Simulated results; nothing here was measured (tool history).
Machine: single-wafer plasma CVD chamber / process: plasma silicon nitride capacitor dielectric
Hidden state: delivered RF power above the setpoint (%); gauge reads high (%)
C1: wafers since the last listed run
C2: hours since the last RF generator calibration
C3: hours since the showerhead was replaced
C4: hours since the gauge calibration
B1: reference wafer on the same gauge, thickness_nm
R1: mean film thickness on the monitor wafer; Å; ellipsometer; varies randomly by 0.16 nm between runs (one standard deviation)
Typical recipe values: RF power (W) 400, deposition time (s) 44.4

Run 1, hour 0: usual settings; C1 0; C2 1188; C3 4229.7; C4 1141.1; B1 54.204. Result: R1 652.97 Å.
Run 2, hour 70.2: usual settings; C1 1541; C2 1258.2; C3 4299.9; C4 1211.3; B1 54.223. Result: R1 651.05 Å.
Run 3, hour 147.9: usual settings but RF power (W) 375; C1 1705; C2 1335.9; C3 4377.6; C4 1289; B1 54.168. Result: R1 637.72 Å.
At hour 200.2: RF generator calibrated.
Run 4, hour 222.1: usual settings; C1 1453; C2 21.9; C3 4451.8; C4 1363.2; B1 54.2. Result: R1 650.85 Å.
Run 5, hour 282.7: usual settings; C1 1330; C2 82.5; C3 4512.4; C4 1423.8; B1 54.13. Result: R1 649.14 Å.
Run 6, hour 379.1: usual settings; C1 2116; C2 178.9; C3 4608.8; C4 1520.2; B1 54.162. Result: R1 651.86 Å.
Run 7, hour 463: usual settings; C1 1841; C2 262.8; C3 4692.7; C4 1604.1; B1 54.148. Result: R1 650.24 Å.
Run 8, hour 542.3: usual settings but RF power (W) 380; C1 1740; C2 342.1; C3 4772; C4 1683.4; B1 54.113. Result: R1 641.62 Å.
Run 9, hour 642.8: usual settings but RF power (W) 380; C1 2206; C2 442.6; C3 4872.5; C4 1783.9; B1 54.072. Result: R1 637.86 Å.
Run 10, hour 734.8: usual settings; C1 2019; C2 534.6; C3 4964.5; C4 1875.9; B1 54.05. Result: R1 649.12 Å.
Run 11, hour 801.6: usual settings; C1 1466; C2 601.4; C3 5031.3; C4 1942.7; B1 53.948. Result: R1 651.46 Å.
Run 12, hour 868.8: usual settings but RF power (W) 345; C1 1475; C2 668.6; C3 5098.5; C4 2009.9; B1 54.004. Result: R1 618.04 Å.
Run 13, hour 923.1: usual settings but RF power (W) 345; C1 1192; C2 722.9; C3 5152.8; C4 2064.2; B1 53.986. Result: R1 620.21 Å.
Run 14, hour 1013.8: usual settings but RF power (W) 345; C1 1991; C2 813.6; C3 5243.5; C4 2154.9; B1 53.97. Result: R1 619.25 Å.
Run 15, hour 1058.4: usual settings; C1 979; C2 858.2; C3 5288.1; C4 2199.5; B1 53.913. Result: R1 649.93 Å.
Run 16, hour 1152.4: usual settings; C1 2063; C2 952.2; C3 5382.1; C4 2293.5; B1 53.938. Result: R1 649.4 Å.
At hour 1240.4: showerhead replaced.
Run 17, hour 1258.1: usual settings but RF power (W) 355, deposition time (s) 47.2; C1 2144; C2 1057.9; C3 17.7; C4 2399.2; B1 53.918. Result: R1 663.42 Å.
Run 18, hour 1360.1: usual settings but RF power (W) 440, deposition time (s) 36.4; C1 2239; C2 1159.9; C3 119.7; C4 2501.2; B1 53.929. Result: R1 544.85 Å.
At hour 1388.7: gauge calibrated.
Run 19, hour 1424.6: usual settings but RF power (W) 370, deposition time (s) 46.7; C1 1416; C2 1224.4; C3 184.2; C4 35.9; B1 54.387. Result: R1 670.3 Å.
Run 20, hour 1481.5: usual settings; C1 1249; C2 1281.3; C3 241.1; C4 92.8; B1 54.392. Result: R1 651.63 Å.
Run 21, hour 1555.3: usual settings but deposition time (s) 47; C1 1620; C2 1355.1; C3 314.9; C4 166.6; B1 54.371. Result: R1 692.23 Å.
At hour 1592.1: RF generator calibrated.
Run 22, hour 1595.2: usual settings but RF power (W) 340, deposition time (s) 50.1; C1 700; C2 3.1; C3 354.8; C4 206.5; B1 54.367. Result: R1 702.33 Å.
Run 23, hour 1639.3: usual settings but RF power (W) 475, deposition time (s) 36.8; C1 968; C2 47.2; C3 398.9; C4 250.6; B1 54.354. Result: R1 572.56 Å.
Run 24, hour 1728.8: usual settings but RF power (W) 440, deposition time (s) 35.9; C1 1964; C2 136.7; C3 488.4; C4 340.1; B1 54.335. Result: R1 544.92 Å.
Run 25, hour 1789.5: usual settings but RF power (W) 435, deposition time (s) 52; C1 1332; C2 197.4; C3 549.1; C4 400.8; B1 54.326. Result: R1 789.39 Å.
Run 26, hour 1892.5: usual settings but RF power (W) 340; C1 2261; C2 300.4; C3 652.1; C4 503.8; B1 54.323. Result: R1 620.18 Å.
Run 27, hour 1994: usual settings but RF power (W) 435, deposition time (s) 36.4; C1 2228; C2 401.9; C3 753.6; C4 605.3; B1 54.329. Result: R1 549.44 Å.
Run 28, hour 2077.4: usual settings; C1 1830; C2 485.3; C3 837; C4 688.7; B1 54.239. Result: R1 652.73 Å.
Run 29, hour 2145.2: usual settings but RF power (W) 455, deposition time (s) 35.6; C1 1488; C2 553.1; C3 904.8; C4 756.5; B1 54.239. Result: R1 546.17 Å.
Run 30, hour 2222.1: usual settings; C1 1688; C2 630; C3 981.7; C4 833.4; B1 54.243. Result: R1 649.66 Å.
Run 31, hour 2311.6: usual settings but deposition time (s) 40.2; C1 1964; C2 719.5; C3 1071.2; C4 922.9; B1 54.126. Result: R1 593.08 Å.
Run 32, hour 2405.4: usual settings; C1 2059; C2 813.3; C3 1165; C4 1016.7; B1 54.194. Result: R1 647.58 Å.

Forecast each of these 4 alternatives for the next run:
Run A, hour 2405.8: usual settings but RF power (W) 435; C1 8; C2 813.7; C3 1165.4; C4 1017.1; B1 ?. Result: R1 ?.
Run B, hour 2405.8: usual settings but RF power (W) 330, deposition time (s) 50.4; C1 8; C2 813.7; C3 1165.4; C4 1017.1; B1 ?. Result: R1 ?.
Run C, hour 2405.8: usual settings but RF power (W) 325, deposition time (s) 47.7; C1 8; C2 813.7; C3 1165.4; C4 1017.1; B1 ?. Result: R1 ?.
Run D, hour 2405.8: usual settings but RF power (W) 455, deposition time (s) 38.6; C1 8; C2 813.7; C3 1165.4; C4 1017.1; B1 ?. Result: R1 ?.

run     B1      R1
  A  54.15  669.53
  B  54.15  695.27
  C  54.15  654.76
  D  54.15  590.46
With no hidden state in the tool, these same runs would have given:
run      R1
  A  673.61
  B  699.52
  C  658.76
  D  594.07

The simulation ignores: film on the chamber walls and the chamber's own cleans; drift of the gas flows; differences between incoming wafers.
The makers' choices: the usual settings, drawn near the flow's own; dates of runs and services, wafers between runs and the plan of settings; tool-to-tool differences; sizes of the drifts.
